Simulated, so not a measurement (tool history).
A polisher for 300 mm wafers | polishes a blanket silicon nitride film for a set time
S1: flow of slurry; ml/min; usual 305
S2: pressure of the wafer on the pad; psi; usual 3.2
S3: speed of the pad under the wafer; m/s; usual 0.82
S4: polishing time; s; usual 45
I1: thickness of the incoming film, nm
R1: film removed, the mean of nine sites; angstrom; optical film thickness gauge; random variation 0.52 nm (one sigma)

Run 1, day 0: usual settings; I1 367.1. Result: R1 575 angstrom.
Run 2, day 2.833: usual settings but S2 2.5 psi; I1 365. Result: R1 452 angstrom.
At day 3.417: worn pad replaced by a new one.
Run 3, day 4.121: usual settings but S2 2.5 psi; I1 370.5. Result: R1 453 angstrom.
Run 4, day 4.867: usual settings but S2 2.5 psi; I1 373.8. Result: R1 445 angstrom.
Run 5, day 5.812: usual settings but S4 53 s; I1 375.2. Result: R1 676 angstrom.
Run 6, day 6.529: usual settings but S4 53 s; I1 365.2. Result: R1 674 angstrom.
Run 7, day 7.075: usual settings but S4 53 s; I1 370. Result: R1 668 angstrom.
Run 8, day 8.204: usual settings but S2 4 psi; I1 374.6. Result: R1 717 angstrom.
Run 9, day 9.696: usual settings but S2 4 psi; I1 363.8. Result: R1 722 angstrom.
At day 10.812: worn pad replaced by a new one.
At day 10.888: slurry nozzle cleaned.
Run 10, day 11.65: usual settings but S2 4 psi; I1 366.1. Result: R1 727 angstrom.
Run 11, day 13.833: usual settings; I1 369.1. Result: R1 583 angstrom.
Run 12, day 14.371: usual settings; I1 373.5. Result: R1 585 angstrom.
Run 13, day 15.7: usual settings; I1 367.8. Result: R1 579 angstrom.
Run 14, day 17.171: usual settings; I1 371.8. Result: R1 578 angstrom.
At day 17.7: worn pad replaced by a new one.
Run 15, day 18.425: usual settings; I1 363.2. Result: R1 579 angstrom.
Run 16, day 19.475: usual settings; I1 372.2. Result: R1 579 angstrom.
Run 17, day 20.825: usual settings; I1 376.8. Result: R1 579 angstrom.
At day 20.925: head pressure recalibrated.
Run 18, day 22.175: usual settings but S1 340 ml/min, S2 4.2 psi, S3 0.64 m/s, S4 31 s; I1 372.8. Result: R1 435 angstrom.
Run 19, day 22.738: usual settings but S3 0.62 m/s, S4 33 s; I1 374.7. Result: R1 334 angstrom.
At day 23.625: worn pad replaced by a new one.
Run 20, day 23.812: usual settings; I1 371.4. Result: R1 584 angstrom.
Run 21, day 25.3: usual settings but S2 3.6 psi; I1 368. Result: R1 649 angstrom.
Run 22, day 25.883: usual settings but S2 4 psi; I1 369.3. Result: R1 717 angstrom.
Run 23, day 26.4: usual settings but S1 350 ml/min, S2 4.2 psi, S4 52 s; I1 367.7. Result: R1 889 angstrom.
Run 24, day 27.35: usual settings but S1 385 ml/min; I1 372.4. Result: R1 581 angstrom.
Run 25, day 28.046: usual settings but S1 230 ml/min, S3 1 m/s; I1 369.3. Result: R1 663 angstrom.
At day 28.917: slurry nozzle cleaned.
Run 26, day 29.146: usual settings; I1 367.2. Result: R1 591 angstrom.
Run 27, day 30.158: usual settings but S3 1.06 m/s; I1 368.4. Result: R1 727 angstrom.
At day 31.083: worn pad replaced by a new one.
Run 28, day 31.179: usual settings but S3 0.56 m/s; I1 367.4. Result: R1 436 angstrom.
Run 29, day 31.808: usual settings but S1 345 ml/min, S4 39 s; I1 374. Result: R1 516 angstrom.
Run 30, day 32.671: usual settings but S2 4.1 psi, S4 40 s; I1 369.2. Result: R1 663 angstrom.

5 ways to go on from here, each from the tool as it stands after run 30. What would each give?
Run A, day 32.688: usual settings but S3 0.7 m/s; I1 368.7. Result: R1 ?.
Run B, day 32.688: usual settings but S3 1.08 m/s, S4 55 s; I1 368.7. Result: R1 ?.
Run C, day 32.688: usual settings but S2 2.4 psi, S3 1.04 m/s, S4 40 s; I1 368.7. Result: R1 ?.
Run D, day 32.688: usual settings but S1 270 ml/min, S2 3.5 psi; I1 368.7. Result: R1 ?.
Run E, day 32.688: usual settings but S2 2.8 psi, S3 0.74 m/s, S4 54 s; I1 368.7. Result: R1 ?.

run   R1
  A  512
  B  885
  C  468
  D  630
  E  562
Without the tool's hidden state the same runs would have given:
run   R1
  A  518
  B  896
  C  474
  D  639
  E  569
